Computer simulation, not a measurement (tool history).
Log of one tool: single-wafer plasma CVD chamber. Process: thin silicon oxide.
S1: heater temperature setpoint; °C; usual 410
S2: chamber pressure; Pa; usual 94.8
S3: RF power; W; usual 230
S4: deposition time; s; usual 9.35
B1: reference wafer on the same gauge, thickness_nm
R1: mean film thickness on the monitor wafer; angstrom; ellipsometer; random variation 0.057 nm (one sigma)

run,hour,S1,S2,S3,S4,B1,R1
1,0.0,410,94.8,230,9.35,14.508,135.03
2,6.9,410,94.8,230,9.35,14.509,133.99
3,19.0,410,94.8,230,9.35,14.493,134.80
4,31.4,410,94.8,230,9.35,14.531,134.57
5,42.6,410,94.8,230,9.35,14.499,134.55
6,54.2,410,94.8,230,9.35,14.506,133.23
7,67.2,410,94.8,230,9.35,14.519,135.19
8,76.4,410,94.8,230,9.35,14.500,134.91
# hour 91.5: capacitance manometer re-zeroed and calibrated
# hour 97.0: thermocouple changed; heater temperature recalibrated
9,97.5,410,94.8,230,9.35,14.520,133.95
10,101.1,410,94.8,230,9.35,14.470,133.84
11,107.6,410,81.6,230,9.35,14.497,115.08
# hour 116.4: gauge calibrated
12,119.9,410,81.6,230,9.35,14.508,114.91
13,136.9,410,81.6,230,9.35,14.489,115.56
14,144.8,410,105.5,230,8.48,14.494,134.91
15,162.4,410,94.8,230,9.35,14.504,134.48
16,168.9,417,101.1,260,8.31,14.461,133.87
17,181.6,410,94.8,230,9.35,14.492,134.74
18,199.5,410,94.8,230,10.42,14.517,149.57
# hour 215.1: showerhead replaced
19,216.0,410,110.5,230,9.35,14.506,155.93
# hour 231.1: RF generator calibrated
20,233.2,410,94.8,230,9.35,14.503,134.22
21,239.6,417,103.3,230,9.35,14.490,145.18
22,249.3,410,85.2,230,10.61,14.472,137.15
23,261.6,410,78.3,255,10.76,14.513,133.37
24,273.6,418,87.9,230,7.87,14.501,104.53
25,279.9,421,86.5,250,8.18,14.505,110.82
26,292.4,418,104.4,250,8.79,14.518,144.02

5 ways to go on from here, each from the tool as it stands after run 26. What would each give?
A,292.8,410,94.8,230,9.35,?,?
B,292.8,410,94.8,250,9.35,?,?
C,292.8,419,110.5,230,9.35,?,?
D,292.8,404,73.2,230,9.35,?,?
E,292.8,403,105.2,230,9.35,?,?

run,B1,R1
A,14.498,134.47
B,14.498,140.20
C,14.498,154.66
D,14.498,103.22
E,14.498,149.41
Without the tool's hidden state the same runs would have given:
run,R1
A,134.47
B,140.20
C,154.66
D,103.22
E,149.41
